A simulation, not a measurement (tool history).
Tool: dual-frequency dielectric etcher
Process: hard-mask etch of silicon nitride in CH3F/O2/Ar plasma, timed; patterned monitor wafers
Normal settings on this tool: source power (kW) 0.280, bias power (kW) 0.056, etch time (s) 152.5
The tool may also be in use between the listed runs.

run	day	source power (kW)	bias power (kW)	etch time (s)	wafers since the last listed run	hours since the last wet clean	hours since the last source power generator calibration	hours since the last bias power generator calibration	hours since the last upper electrode change	hours since the gauge calibration	read-back reference wafer on the same gauge, depth_nm	mean etch depth across the wafer (Å)
1	0.000	0.280	0.056	152.5	0	149.0	8.7	2007.0	20.8	469.6	76.3	863
2	1.233	0.280	0.056	152.5	165	178.6	38.3	2036.6	50.4	499.2	76.2	854
3	2.367	0.280	0.056	152.5	152	205.8	65.5	2063.8	77.6	526.4	76.2	852
4	3.762	0.280	0.056	152.5	187	239.3	99.0	2097.3	111.1	559.9	76.2	850
5	4.917	0.280	0.056	152.5	155	267.0	126.7	2125.0	138.8	587.6	76.2	851
6	5.512	0.280	0.056	152.5	80	281.3	141.0	2139.3	153.1	601.9	76.1	856
7	6.383	0.280	0.056	152.5	117	302.2	161.9	2160.2	174.0	622.8	76.3	842
8	7.175	0.280	0.056	187.0	106	321.2	180.9	2179.2	193.0	641.8	76.3	1040
9	8.450	0.280	0.056	152.5	171	351.8	211.5	2209.8	223.6	672.4	76.2	850
10	9.446	0.280	0.056	152.5	133	375.7	235.4	2233.7	247.5	696.3	76.2	845
# day 9.688: bias power generator calibrated
11	10.192	0.280	0.069	128.0	77	393.6	253.3	12.1	265.4	714.2	76.2	772
# day 13.775: wet clean of the chamber
12	13.796	0.320	0.056	152.5	349	0.5	339.8	98.6	351.9	800.7	76.2	889
13	14.562	0.250	0.056	192.5	103	18.9	358.2	117.0	370.3	819.1	76.2	1046
14	15.783	0.260	0.070	110.0	164	48.2	387.5	146.3	399.6	848.4	76.3	658
15	16.325	0.280	0.043	152.5	72	61.2	400.5	159.3	412.6	861.4	76.2	775
16	17.496	0.280	0.046	126.0	157	89.3	428.6	187.4	440.7	889.5	76.2	650
# day 17.704: gauge calibrated
17	18.908	0.340	0.050	121.5	189	123.2	462.5	221.3	474.6	28.9	76.3	695
18	20.383	0.240	0.056	110.0	198	158.6	497.9	256.7	510.0	64.3	76.2	588
19	21.062	0.280	0.056	152.5	91	174.9	514.2	273.0	526.3	80.6	76.2	854
20	21.842	0.280	0.056	137.0	104	193.6	532.9	291.7	545.0	99.3	76.2	766
21	22.379	0.230	0.069	119.5	72	206.5	545.8	304.6	557.9	112.2	76.2	686
22	23.333	0.210	0.062	189.5	128	229.4	568.7	327.5	580.8	135.1	76.1	1006
23	24.350	0.280	0.048	189.0	136	253.8	593.1	351.9	605.2	159.5	76.2	992
24	25.821	0.280	0.062	152.5	197	289.1	628.4	387.2	640.5	194.8	76.2	881
25	27.071	0.280	0.056	172.5	167	319.1	658.4	417.2	670.5	224.8	76.2	961
26	28.021	0.280	0.056	152.5	127	341.9	681.2	440.0	693.3	247.6	76.2	849
27	28.942	0.220	0.056	134.5	123	364.0	703.3	462.1	715.4	269.7	76.1	692
28	29.717	0.250	0.048	140.5	104	382.6	721.9	480.7	734.0	288.3	76.1	709
29	31.125	0.280	0.056	152.5	189	416.4	755.7	514.5	767.8	322.1	76.2	845

What if the next run were any one of these 5? Each begins from the tool's condition after run 29:
A	31.146	0.280	0.056	152.5	2	416.9	756.2	515.0	768.3	322.6	?	?
B	31.146	0.350	0.043	165.5	2	416.9	756.2	515.0	768.3	322.6	?	?
C	31.146	0.320	0.051	152.5	2	416.9	756.2	515.0	768.3	322.6	?	?
D	31.146	0.330	0.051	131.0	2	416.9	756.2	515.0	768.3	322.6	?	?
E	31.146	0.230	0.065	126.0	2	416.9	756.2	515.0	768.3	322.6	?	?

run	read-back reference wafer on the same gauge, depth_nm	mean etch depth across the wafer (Å)
A	76.1	837
B	76.1	880
C	76.1	841
D	76.1	729
E	76.1	693
Had the tool no hidden state, the same runs would have come out as:
run	mean etch depth across the wafer (Å)
A	853
B	897
C	857
D	743
E	706
